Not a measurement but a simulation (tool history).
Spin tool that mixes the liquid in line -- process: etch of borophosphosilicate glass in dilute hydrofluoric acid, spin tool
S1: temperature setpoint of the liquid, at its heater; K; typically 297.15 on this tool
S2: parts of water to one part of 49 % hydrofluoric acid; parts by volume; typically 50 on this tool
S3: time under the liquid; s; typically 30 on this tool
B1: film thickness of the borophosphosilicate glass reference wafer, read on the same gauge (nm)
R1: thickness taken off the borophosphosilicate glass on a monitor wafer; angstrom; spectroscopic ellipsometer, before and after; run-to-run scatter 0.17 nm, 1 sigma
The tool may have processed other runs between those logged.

{"run": 1, "day": 0.0, "S1": 297.15, "S2": 30, "S3": 30, "B1": 29.99, "R1": 340.5}
{"run": 2, "day": 3.217, "S1": 297.15, "S2": 50, "S3": 30, "B1": 30, "R1": 199.5}
{"run": 3, "day": 5.725, "S1": 297.15, "S2": 50, "S3": 30, "B1": 29.98, "R1": 204.8}
{"run": 4, "day": 10.204, "S1": 297.15, "S2": 40, "S3": 40, "B1": 29.99, "R1": 344.8}
{"run": 5, "day": 11.983, "S1": 297.15, "S2": 50, "S3": 30, "B1": 30, "R1": 206.2}
{"run": 6, "day": 13.725, "S1": 297.15, "S2": 50, "S3": 30, "B1": 30, "R1": 203.1}
{"run": 7, "day": 16.617, "S1": 297.15, "S2": 50, "S3": 30, "B1": 30.01, "R1": 205.2}
{"run": 8, "day": 18.758, "S1": 297.15, "S2": 40, "S3": 30, "B1": 30.02, "R1": 262.3}
{"run": 9, "day": 22.788, "S1": 297.15, "S2": 50, "S3": 30, "B1": 29.99, "R1": 209.3}
{"run": 10, "day": 26.7, "S1": 297.15, "S2": 50, "S3": 30, "B1": 30.02, "R1": 210.6}
{"day": 28.567, "done": "hydrofluoric acid flow meter replaced"}
{"run": 11, "day": 31.196, "S1": 297.15, "S2": 50, "S3": 30, "B1": 30.02, "R1": 194.9}
{"run": 12, "day": 34.942, "S1": 297.15, "S2": 50, "S3": 30, "B1": 30.01, "R1": 197.5}
{"run": 13, "day": 39.867, "S1": 297.15, "S2": 50, "S3": 30, "B1": 30.01, "R1": 200.4}
{"run": 14, "day": 42.683, "S1": 297.15, "S2": 50, "S3": 15, "B1": 30.01, "R1": 102}
{"run": 15, "day": 44.892, "S1": 298.65, "S2": 60, "S3": 15, "B1": 30, "R1": 87.6}
{"run": 16, "day": 47.092, "S1": 293.15, "S2": 35, "S3": 30, "B1": 30, "R1": 247.8}
{"run": 17, "day": 50.296, "S1": 297.15, "S2": 50, "S3": 30, "B1": 29.99, "R1": 204.4}
{"run": 18, "day": 54.171, "S1": 299.15, "S2": 40, "S3": 40, "B1": 30.02, "R1": 376}
{"run": 19, "day": 57.333, "S1": 297.15, "S2": 50, "S3": 30, "B1": 30.02, "R1": 205.4}
{"day": 57.846, "done": "hydrofluoric acid flow meter replaced"}
{"run": 20, "day": 60.121, "S1": 298.65, "S2": 35, "S3": 30, "B1": 30, "R1": 292.6}
{"day": 60.85, "done": "thermometer replaced"}
{"run": 21, "day": 62.612, "S1": 297.15, "S2": 50, "S3": 25, "B1": 29.98, "R1": 178.9}
{"day": 63.592, "done": "gauge calibrated"}
{"run": 22, "day": 64.217, "S1": 299.15, "S2": 35, "S3": 15, "B1": 30.01, "R1": 171.6}
{"run": 23, "day": 67.288, "S1": 299.15, "S2": 40, "S3": 15, "B1": 29.99, "R1": 147.2}
{"run": 24, "day": 79.679, "S1": 292.15, "S2": 60, "S3": 45, "B1": 30, "R1": 221.3}

Run 25 has not been measured yet. What should we expect?
{"run": 25, "day": 82.533, "S1": 297.15, "S2": 50, "S3": 30, "B1": "?", "R1": "?"}

Run 25 produced B1 30.02, R1 225 angstrom.
Without the tool's hidden state the same run would have given R1 212.4 angstrom.

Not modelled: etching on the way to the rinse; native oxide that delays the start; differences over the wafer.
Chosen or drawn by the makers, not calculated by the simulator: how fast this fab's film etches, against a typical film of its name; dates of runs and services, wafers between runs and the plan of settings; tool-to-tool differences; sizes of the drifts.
